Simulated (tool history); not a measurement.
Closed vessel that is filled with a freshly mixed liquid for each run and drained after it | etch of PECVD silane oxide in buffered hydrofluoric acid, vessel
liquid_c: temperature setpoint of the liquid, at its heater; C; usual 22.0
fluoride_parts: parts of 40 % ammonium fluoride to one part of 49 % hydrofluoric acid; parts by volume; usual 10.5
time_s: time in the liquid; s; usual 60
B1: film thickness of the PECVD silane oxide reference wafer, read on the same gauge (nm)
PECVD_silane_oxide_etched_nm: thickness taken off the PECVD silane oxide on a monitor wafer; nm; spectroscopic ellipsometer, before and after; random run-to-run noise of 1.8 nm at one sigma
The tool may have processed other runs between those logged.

Run 1, hour 0.0: usual settings but liquid_c 19.5 C; B1 119.99. Result: PECVD_silane_oxide_etched_nm 200.74 nm.
Run 2, hour 48.1: usual settings but liquid_c 19.5 C; B1 119.99. Result: PECVD_silane_oxide_etched_nm 201.59 nm.
Run 3, hour 61.1: usual settings; B1 120.02. Result: PECVD_silane_oxide_etched_nm 232.26 nm.
Run 4, hour 70.7: usual settings; B1 120.00. Result: PECVD_silane_oxide_etched_nm 232.67 nm.
Run 5, hour 112.7: usual settings; B1 120.00. Result: PECVD_silane_oxide_etched_nm 233.52 nm.
Run 6, hour 125.3: usual settings but fluoride_parts 11.5 parts by volume; B1 120.00. Result: PECVD_silane_oxide_etched_nm 211.22 nm.
At hour 135.1: thermometer replaced.
Run 7, hour 138.4: usual settings but fluoride_parts 11.5 parts by volume; B1 120.04. Result: PECVD_silane_oxide_etched_nm 230.04 nm.
At hour 183.9: thermometer replaced, repeated, since the last time left the tool worse.
Run 8, hour 191.4: usual settings; B1 119.98. Result: PECVD_silane_oxide_etched_nm 211.41 nm.
Run 9, hour 205.0: usual settings; B1 120.00. Result: PECVD_silane_oxide_etched_nm 212.76 nm.
Run 10, hour 214.1: usual settings; B1 120.00. Result: PECVD_silane_oxide_etched_nm 215.60 nm.
Run 11, hour 231.5: usual settings but liquid_c 20.5 C, time_s 75 s; B1 120.01. Result: PECVD_silane_oxide_etched_nm 245.57 nm.
At hour 237.4: gauge calibrated.
Run 12, hour 244.4: usual settings but liquid_c 19.5 C; B1 120.02. Result: PECVD_silane_oxide_etched_nm 185.49 nm.
At hour 253.6: hydrofluoric acid flow meter replaced.
Run 13, hour 260.9: usual settings but liquid_c 26.5 C, fluoride_parts 12.0 parts by volume, time_s 50 s; B1 120.00. Result: PECVD_silane_oxide_etched_nm 198.67 nm.
Run 14, hour 268.3: usual settings but liquid_c 20.5 C, fluoride_parts 8.5 parts by volume, time_s 95 s; B1 119.97. Result: PECVD_silane_oxide_etched_nm 374.41 nm.
Run 15, hour 285.8: usual settings but time_s 35 s; B1 120.01. Result: PECVD_silane_oxide_etched_nm 125.08 nm.
Run 16, hour 295.7: usual settings but liquid_c 26.5 C, fluoride_parts 13.5 parts by volume, time_s 80 s; B1 119.97. Result: PECVD_silane_oxide_etched_nm 284.74 nm.

For run 17, what comes out?
Run 17, hour 305.4: usual settings but liquid_c 24.0 C, fluoride_parts 12.5 parts by volume, time_s 70 s; B1 ?. Result: PECVD_silane_oxide_etched_nm ?.

{"run 17": {"B1": 120.01, "PECVD_silane_oxide_etched_nm": 235.42}}
Without the tool's hidden state the same run would have given PECVD_silane_oxide_etched_nm 231.47 nm.
